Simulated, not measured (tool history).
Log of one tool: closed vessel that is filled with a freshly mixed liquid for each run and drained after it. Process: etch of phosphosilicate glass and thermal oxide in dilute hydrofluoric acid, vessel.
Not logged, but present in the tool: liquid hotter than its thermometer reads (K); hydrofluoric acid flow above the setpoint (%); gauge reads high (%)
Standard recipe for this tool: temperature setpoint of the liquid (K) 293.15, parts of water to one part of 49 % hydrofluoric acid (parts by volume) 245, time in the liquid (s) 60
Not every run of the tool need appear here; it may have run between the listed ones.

run	hour	temperature setpoint of the liquid (K)	parts of water to one part of 49 % hydrofluoric acid (parts by volume)	time in the liquid (s)	wafers since the last listed run	hours since the thermometer was replaced	hours since the hydrofluoric acid flow meter was replaced	hours since the gauge calibration	read-back film thickness of the phosphosilicate glass reference wafer, read on the same gauge (nm)	read-back film thickness of the thermal oxide reference wafer, read on the same gauge (nm)	thickness taken off the phosphosilicate glass on a monitor wafer (nm)	thickness taken off the thermal oxide on a monitor wafer (nm)
1	0.0	293.15	215	35	0	870.8	805.1	343.9	29.99	59.996	7.58	0.566
# hour 37.4: thermometer replaced
2	97.8	293.15	245	40	11338	60.4	902.9	441.7	30.02	59.999	7.35	0.577
3	183.5	293.15	245	60	10038	146.1	988.6	527.4	29.98	59.983	11.09	0.781
4	256.0	293.15	245	60	8492	218.6	1061.1	599.9	29.99	59.986	11.06	0.861
5	334.7	293.15	245	60	9218	297.3	1139.8	678.6	29.99	59.981	11.06	0.878
6	371.9	293.15	245	60	4357	334.5	1177.0	715.8	30.02	60.013	11.15	0.867
7	478.2	293.15	245	60	12451	440.8	1283.3	822.1	30.01	60.005	11.08	0.855
8	552.3	293.15	245	60	8679	514.9	1357.4	896.2	29.99	59.995	11.07	0.830
9	715.2	293.15	245	60	19080	677.8	1520.3	1059.1	30.01	60.017	11.04	0.854
# hour 757.5: gauge calibrated
10	795.2	293.15	245	60	9370	757.8	1600.3	37.7	30.03	60.008	11.06	0.895
11	850.2	293.15	245	60	6442	812.8	1655.3	92.7	30.01	59.995	10.97	0.908
12	896.3	293.15	245	60	5399	858.9	1701.4	138.8	30.00	60.021	10.96	0.843
# hour 913.9: thermometer replaced
13	968.7	293.15	245	60	8363	54.8	1773.8	211.2	29.98	60.001	11.07	0.881
14	1006.6	293.15	130	60	4439	92.7	1811.7	249.1	30.01	60.002	23.41	1.677
15	1074.3	293.15	185	40	7929	160.4	1879.4	316.8	30.00	60.010	10.37	0.802
16	1127.7	291.65	350	45	6254	213.8	1932.8	370.2	29.95	59.989	5.00	0.414
# hour 1162.3: hydrofluoric acid flow meter replaced
17	1164.2	291.15	130	35	4158	250.3	1.9	406.7	30.00	60.012	12.49	1.001
18	1228.4	297.65	170	60	7519	314.5	66.1	470.9	30.02	59.998	20.50	1.536
19	1273.3	293.15	245	45	5259	359.4	111.0	515.8	29.97	60.005	8.33	0.634
20	1337.9	295.15	355	60	7566	424.0	175.6	580.4	30.01	59.990	7.41	0.561
21	1442.4	297.15	245	95	12240	528.5	280.1	684.9	29.97	60.007	20.24	1.522
22	1512.2	293.15	245	60	8175	598.3	349.9	754.7	30.02	59.996	11.04	0.858
23	1566.2	293.15	245	60	6325	652.3	403.9	808.7	30.03	60.002	11.01	0.870
24	1604.4	295.15	355	60	4474	690.5	442.1	846.9	30.00	60.007	7.44	0.529
25	1656.4	297.65	340	60	6090	742.5	494.1	898.9	30.00	60.020	8.53	0.631
26	1714.8	290.15	205	45	6840	800.9	552.5	957.3	30.02	59.995	9.18	0.669

Forecast each of these 3 alternatives for the next run:
A	1715.5	293.15	245	60	81	801.6	553.2	958.0	?	?	?	?
B	1715.5	290.15	245	30	81	801.6	553.2	958.0	?	?	?	?
C	1715.5	293.15	275	75	81	801.6	553.2	958.0	?	?	?	?

run	read-back film thickness of the phosphosilicate glass reference wafer, read on the same gauge (nm)	read-back film thickness of the thermal oxide reference wafer, read on the same gauge (nm)	thickness taken off the phosphosilicate glass on a monitor wafer (nm)	thickness taken off the thermal oxide on a monitor wafer (nm)
A	30.04	59.995	11.02	0.840
B	30.04	59.995	4.91	0.375
C	30.04	59.995	11.93	0.910
The same runs, with their run-to-run variation unchanged, on a tool lacking any hidden condition would have given:
run	thickness taken off the phosphosilicate glass on a monitor wafer (nm)	thickness taken off the thermal oxide on a monitor wafer (nm)
A	11.02	0.840
B	4.91	0.375
C	11.93	0.910
